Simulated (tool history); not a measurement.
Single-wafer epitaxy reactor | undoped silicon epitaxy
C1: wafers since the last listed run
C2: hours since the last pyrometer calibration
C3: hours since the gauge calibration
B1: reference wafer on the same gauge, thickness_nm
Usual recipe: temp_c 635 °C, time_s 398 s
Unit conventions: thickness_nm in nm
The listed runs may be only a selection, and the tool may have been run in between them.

Run 1, hour 0.0: usual settings; C1 0; C2 1588.0; C3 313.6; B1 54.642. Result: thickness_nm 53.960 nm.
Run 2, hour 26.6: usual settings; C1 82; C2 1614.6; C3 340.2; B1 54.629. Result: thickness_nm 53.904 nm.
Run 3, hour 53.4: usual settings; C1 82; C2 1641.4; C3 367.0; B1 54.597. Result: thickness_nm 54.207 nm.
Run 4, hour 79.5: usual settings; C1 80; C2 1667.5; C3 393.1; B1 54.623. Result: thickness_nm 54.224 nm.
Run 5, hour 102.0: usual settings; C1 69; C2 1690.0; C3 415.6; B1 54.609. Result: thickness_nm 54.306 nm.
Run 6, hour 129.6: usual settings but temp_c 644 °C, time_s 346 s; C1 85; C2 1717.6; C3 443.2; B1 54.564. Result: thickness_nm 57.273 nm.
Run 7, hour 157.5: usual settings but temp_c 644 °C, time_s 346 s; C1 86; C2 1745.5; C3 471.1; B1 54.613. Result: thickness_nm 57.022 nm.
Run 8, hour 173.1: usual settings but temp_c 644 °C, time_s 346 s; C1 48; C2 1761.1; C3 486.7; B1 54.510. Result: thickness_nm 57.195 nm.
Run 9, hour 193.2: usual settings; C1 62; C2 1781.2; C3 506.8; B1 54.600. Result: thickness_nm 54.229 nm.
Run 10, hour 294.3: usual settings; C1 312; C2 1882.3; C3 607.9; B1 54.637. Result: thickness_nm 54.385 nm.
Run 11, hour 354.9: usual settings; C1 187; C2 1942.9; C3 668.5; B1 54.631. Result: thickness_nm 54.560 nm.
Run 12, hour 376.4: usual settings but temp_c 644 °C, time_s 457 s; C1 66; C2 1964.4; C3 690.0; B1 54.584. Result: thickness_nm 76.177 nm.
Run 13, hour 400.2: usual settings but temp_c 631 °C, time_s 371 s; C1 73; C2 1988.2; C3 713.8; B1 54.518. Result: thickness_nm 46.923 nm.
Run 14, hour 414.1: usual settings; C1 43; C2 2002.1; C3 727.7; B1 54.661. Result: thickness_nm 54.722 nm.
Run 15, hour 428.9: usual settings; C1 45; C2 2016.9; C3 742.5; B1 54.641. Result: thickness_nm 54.680 nm.
Run 16, hour 462.6: usual settings; C1 104; C2 2050.6; C3 776.2; B1 54.652. Result: thickness_nm 54.554 nm.
Run 17, hour 478.6: usual settings but time_s 335 s; C1 49; C2 2066.6; C3 792.2; B1 54.577. Result: thickness_nm 45.886 nm.
Run 18, hour 508.8: usual settings but time_s 346 s; C1 93; C2 2096.8; C3 822.4; B1 54.596. Result: thickness_nm 47.605 nm.
Run 19, hour 520.9: usual settings but temp_c 646 °C, time_s 324 s; C1 37; C2 2108.9; C3 834.5; B1 54.661. Result: thickness_nm 55.912 nm.
Run 20, hour 539.8: usual settings but temp_c 624 °C; C1 58; C2 2127.8; C3 853.4; B1 54.536. Result: thickness_nm 43.114 nm.
Run 21, hour 562.7: usual settings but temp_c 643 °C, time_s 340 s; C1 70; C2 2150.7; C3 876.3; B1 54.618. Result: thickness_nm 55.322 nm.
Run 22, hour 590.6: usual settings but temp_c 646 °C, time_s 318 s; C1 86; C2 2178.6; C3 904.2; B1 54.542. Result: thickness_nm 55.345 nm.
At hour 599.2: pyrometer calibrated.
At hour 614.0: gauge calibrated.
Run 23, hour 617.6: usual settings; C1 58; C2 18.4; C3 3.6; B1 54.606. Result: thickness_nm 52.704 nm.
Run 24, hour 649.6: usual settings; C1 99; C2 50.4; C3 35.6; B1 54.593. Result: thickness_nm 52.684 nm.
Run 25, hour 667.8: usual settings but temp_c 631 °C, time_s 332 s; C1 56; C2 68.6; C3 53.8; B1 54.581. Result: thickness_nm 40.350 nm.
Run 26, hour 723.1: usual settings but temp_c 630 °C, time_s 340 s; C1 171; C2 123.9; C3 109.1; B1 54.605. Result: thickness_nm 40.451 nm.
Run 27, hour 753.7: usual settings but temp_c 622 °C, time_s 335 s; C1 94; C2 154.5; C3 139.7; B1 54.632. Result: thickness_nm 33.525 nm.
Run 28, hour 771.2: usual settings but temp_c 647 °C, time_s 357 s; C1 54; C2 172.0; C3 157.2; B1 54.559. Result: thickness_nm 61.241 nm.
Run 29, hour 795.2: usual settings but temp_c 644 °C; C1 74; C2 196.0; C3 181.2; B1 54.596. Result: thickness_nm 64.212 nm.
Run 30, hour 812.6: usual settings but temp_c 628 °C, time_s 374 s; C1 53; C2 213.4; C3 198.6; B1 54.580. Result: thickness_nm 42.514 nm.
Run 31, hour 829.8: usual settings but temp_c 646 °C, time_s 318 s; C1 53; C2 230.6; C3 215.8; B1 54.547. Result: thickness_nm 53.631 nm.
Run 32, hour 846.4: usual settings but temp_c 639 °C, time_s 335 s; C1 51; C2 247.2; C3 232.4; B1 54.586. Result: thickness_nm 48.330 nm.
Run 33, hour 872.2: usual settings but temp_c 629 °C, time_s 438 s; C1 79; C2 273.0; C3 258.2; B1 54.618. Result: thickness_nm 51.242 nm.

Measured result minus the same run's result without the hidden state. Both carry the same run-to-run variation, though not necessarily the same gauge scatter:
Hidden state present: wafer temperature above the value expected at the setpoint (K); gauge reads high (%).
run  thickness_nm
  1        +1.546
  2        +1.571
  3        +1.607
  4        +1.633
  5        +1.658
  6        +1.745
  7        +1.767
  8        +1.788
  9        +1.748
 10        +1.855
 11        +1.922
 12        +2.663
 13        +1.706
 14        +1.988
 15        +2.001
 16        +2.030
 17        +1.721
 18        +1.812
 19        +2.093
 20        +1.704
 21        +2.125
 22        +2.141
 23        +0.163
 24        +0.195
 25        +0.165
 26        +0.210
 27        +0.196
 28        +0.360
 29        +0.409
 30        +0.295
 31        +0.374
 32        +0.358
 33        +0.413
